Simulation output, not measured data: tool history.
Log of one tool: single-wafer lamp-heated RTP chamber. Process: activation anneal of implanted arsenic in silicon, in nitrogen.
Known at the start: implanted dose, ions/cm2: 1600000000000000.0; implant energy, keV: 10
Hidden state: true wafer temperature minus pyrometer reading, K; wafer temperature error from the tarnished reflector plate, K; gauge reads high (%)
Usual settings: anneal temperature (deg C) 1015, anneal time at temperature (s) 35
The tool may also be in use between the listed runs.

run,hour,anneal temperature (deg C),anneal time at temperature (s),wafers since the last listed run,wafers since the last pyrometer calibration,wafers since the reflector plate was cleaned,hours since the gauge calibration,"read-back reference wafer on the same gauge, sheet resistance",sheet resistance of the implanted and annealed layer (ohm/square)
1,0.0,1023,35,0,3659,9436,51.7,99.00,91.61
2,6.9,1023,35,57,3716,9493,58.6,98.92,92.11
3,19.5,1015,35,104,3820,9597,71.2,99.06,95.73
4,31.0,1015,35,95,3916,9692,82.7,99.07,95.36
5,47.1,992,35,133,4049,9826,98.8,99.13,110.62
# hour 59.3: pyrometer window cleaned and pyrometer calibrated
6,61.0,992,35,48,14,9874,112.7,98.99,120.53
7,76.5,992,35,128,142,10002,128.2,98.96,119.48
# hour 79.9: gauge calibrated
8,84.1,1015,35,62,205,10065,4.2,99.01,101.70
9,94.4,1015,21,85,290,10150,14.5,98.96,114.24
10,111.3,1004,20,139,430,10290,31.4,99.09,123.02
# hour 128.4: reflector plate cleaned
11,128.9,1015,35,79,509,3,49.0,99.00,100.24
12,129.3,986,55,3,512,7,49.4,98.98,110.02
13,137.7,1034,41,69,582,76,57.8,99.03,86.98
14,149.1,1044,21,94,676,170,69.2,99.04,94.84
15,159.0,1038,35,81,758,252,79.1,99.08,87.06

Forecast run 16:
16,167.4,1015,40,69,827,322,87.5,?,?

{"run 16": {"read-back reference wafer on the same gauge, sheet resistance": 98.93, "sheet resistance of the implanted and annealed layer (ohm/square)": 96.42}}
Without the tool's hidden state the same run would have given sheet resistance of the implanted and annealed layer (ohm/square) 99.94.
